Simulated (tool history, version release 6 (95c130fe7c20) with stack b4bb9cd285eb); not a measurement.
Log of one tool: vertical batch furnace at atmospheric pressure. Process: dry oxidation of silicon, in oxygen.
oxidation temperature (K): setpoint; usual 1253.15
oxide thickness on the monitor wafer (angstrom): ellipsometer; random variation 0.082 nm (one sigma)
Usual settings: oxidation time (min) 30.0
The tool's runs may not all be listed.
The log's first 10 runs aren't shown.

run,hour,oxidation temperature (K),oxidation time (min),wafers since the last listed run,hours since the last temperature calibration,hours since the boat lift was adjusted,hours since the gauge calibration,"read-back reference wafer on the same gauge, thickness",oxide thickness on the monitor wafer (angstrom)
11,443.0,1253.15,30.0,286,2636.6,3931.1,375.7,63.85,550.7
12,469.1,1253.15,30.0,220,2662.7,3957.2,401.8,63.89,552.4
13,523.4,1253.15,30.0,458,2717.0,4011.5,456.1,63.93,552.0
# hour 574.6: boat lift adjusted
14,575.1,1253.15,39.5,234,2768.7,0.5,507.8,63.94,591.4
15,762.4,1253.15,39.5,1582,2956.0,187.8,695.1,63.90,594.1
16,797.2,1253.15,39.5,294,2990.8,222.6,729.9,63.85,593.7
17,863.2,1253.15,35.5,557,3056.8,288.6,795.9,63.89,578.1
18,910.9,1234.15,35.0,403,3104.5,336.3,843.6,63.93,548.7
19,950.4,1238.15,18.0,333,3144.0,375.8,883.1,63.93,486.6
20,1011.8,1275.15,30.0,518,3205.4,437.2,944.5,63.88,594.7
21,1067.1,1258.15,30.0,467,3260.7,492.5,999.8,63.86,562.0
# hour 1079.3: gauge calibrated
# hour 1091.5: thermocouples replaced and temperature profile calibrated
22,1111.1,1267.15,30.0,169,19.6,536.5,31.8,63.89,567.9
23,1161.9,1253.15,36.5,429,70.4,587.3,82.6,63.89,572.8
24,1208.3,1253.15,36.5,392,116.8,633.7,129.0,63.92,573.5
25,1305.6,1277.15,16.0,822,214.1,731.0,226.3,63.91,509.6
26,1345.7,1243.15,19.0,338,254.2,771.1,266.4,63.90,492.4
27,1438.3,1253.15,30.0,782,346.8,863.7,359.0,63.91,546.9
28,1508.0,1236.15,36.0,589,416.5,933.4,428.7,63.91,548.3
29,1579.4,1253.15,18.5,603,487.9,1004.8,500.1,63.90,497.1
30,1634.0,1234.15,36.0,461,542.5,1059.4,554.7,63.96,546.1
31,1691.4,1265.15,37.0,485,599.9,1116.8,612.1,63.90,602.0
32,1736.6,1236.15,39.5,381,645.1,1162.0,657.3,63.91,561.6
33,1786.8,1271.15,23.0,424,695.3,1212.2,707.5,63.86,540.7
34,1832.5,1233.15,39.5,386,741.0,1257.9,753.2,63.87,556.6

Forecast each of these 3 alternatives for the next run:
A,1837.2,1253.15,30.0,39,745.7,1262.6,757.9,?,?
B,1837.2,1272.15,23.5,39,745.7,1262.6,757.9,?,?
C,1837.2,1270.15,24.5,39,745.7,1262.6,757.9,?,?

run,"read-back reference wafer on the same gauge, thickness",oxide thickness on the monitor wafer (angstrom)
A,63.91,547.7
B,63.91,545.8
C,63.91,547.8
Without the tool's hidden state the same runs would have given:
run,oxide thickness on the monitor wafer (angstrom)
A,546.1
B,543.8
C,545.8
